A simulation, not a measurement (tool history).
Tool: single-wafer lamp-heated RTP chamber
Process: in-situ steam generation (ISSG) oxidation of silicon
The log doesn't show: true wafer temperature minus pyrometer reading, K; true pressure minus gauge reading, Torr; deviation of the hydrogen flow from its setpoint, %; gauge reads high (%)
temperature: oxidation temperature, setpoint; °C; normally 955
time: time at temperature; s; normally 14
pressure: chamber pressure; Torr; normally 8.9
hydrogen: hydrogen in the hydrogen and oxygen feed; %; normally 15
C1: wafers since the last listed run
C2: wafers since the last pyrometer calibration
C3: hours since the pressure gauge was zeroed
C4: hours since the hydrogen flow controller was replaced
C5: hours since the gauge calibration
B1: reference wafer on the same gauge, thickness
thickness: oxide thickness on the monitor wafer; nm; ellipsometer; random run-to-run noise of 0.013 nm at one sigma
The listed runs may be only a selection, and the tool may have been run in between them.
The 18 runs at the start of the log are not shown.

{"run": 19, "day": 8.929, "temperature": 955, "time": 14, "pressure": 8.9, "hydrogen": 23, "C1": 162, "C2": 1666, "C3": 4053.3, "C4": 58.1, "C5": 150.0, "B1": 2.912, "thickness": 3.873}
{"day": 9.704, "done": "pressure gauge zeroed"}
{"run": 20, "day": 9.725, "temperature": 955, "time": 14, "pressure": 7.4, "hydrogen": 15, "C1": 152, "C2": 1818, "C3": 0.5, "C4": 77.2, "C5": 169.1, "B1": 2.909, "thickness": 3.487}
{"run": 21, "day": 10.0, "temperature": 955, "time": 14, "pressure": 8.9, "hydrogen": 15, "C1": 90, "C2": 1909, "C3": 7.1, "C4": 83.8, "C5": 175.7, "B1": 2.91, "thickness": 3.491}
{"run": 22, "day": 10.529, "temperature": 970, "time": 14, "pressure": 10.0, "hydrogen": 21, "C1": 173, "C2": 2082, "C3": 19.8, "C4": 96.5, "C5": 188.4, "B1": 2.909, "thickness": 3.853}
{"run": 23, "day": 10.821, "temperature": 973, "time": 17, "pressure": 8.9, "hydrogen": 24, "C1": 95, "C2": 2178, "C3": 26.8, "C4": 103.5, "C5": 195.4, "B1": 2.908, "thickness": 4.464}
{"run": 24, "day": 11.312, "temperature": 955, "time": 14, "pressure": 7.9, "hydrogen": 15, "C1": 161, "C2": 2340, "C3": 38.6, "C4": 115.3, "C5": 207.2, "B1": 2.911, "thickness": 3.541}
{"run": 25, "day": 11.838, "temperature": 955, "time": 19, "pressure": 10.2, "hydrogen": 20, "C1": 172, "C2": 2512, "C3": 51.2, "C4": 127.9, "C5": 219.8, "B1": 2.908, "thickness": 4.13}
{"run": 26, "day": 12.312, "temperature": 955, "time": 14, "pressure": 8.4, "hydrogen": 15, "C1": 156, "C2": 2669, "C3": 62.6, "C4": 139.3, "C5": 231.2, "B1": 2.91, "thickness": 3.515}
{"run": 27, "day": 13.004, "temperature": 955, "time": 14, "pressure": 9.4, "hydrogen": 15, "C1": 227, "C2": 2896, "C3": 79.2, "C4": 155.9, "C5": 247.8, "B1": 2.91, "thickness": 3.485}
{"run": 28, "day": 13.383, "temperature": 964, "time": 14, "pressure": 10.2, "hydrogen": 15, "C1": 124, "C2": 3020, "C3": 88.3, "C4": 165.0, "C5": 256.9, "B1": 2.91, "thickness": 3.514}
{"run": 29, "day": 13.912, "temperature": 943, "time": 11, "pressure": 8.9, "hydrogen": 15, "C1": 173, "C2": 3194, "C3": 101.0, "C4": 177.7, "C5": 269.6, "B1": 2.908, "thickness": 3.084}

Run 30 has not been measured yet. What should we expect?
{"run": 30, "day": 14.417, "temperature": 963, "time": 14, "pressure": 7.8, "hydrogen": 15, "C1": 165, "C2": 3360, "C3": 113.1, "C4": 189.8, "C5": 281.7, "B1": "?", "thickness": "?"}

B1: 2.911
thickness: 3.585 nm
With the hidden condition absent and the run-to-run variation left alone, this run would have shown thickness 3.562 nm.

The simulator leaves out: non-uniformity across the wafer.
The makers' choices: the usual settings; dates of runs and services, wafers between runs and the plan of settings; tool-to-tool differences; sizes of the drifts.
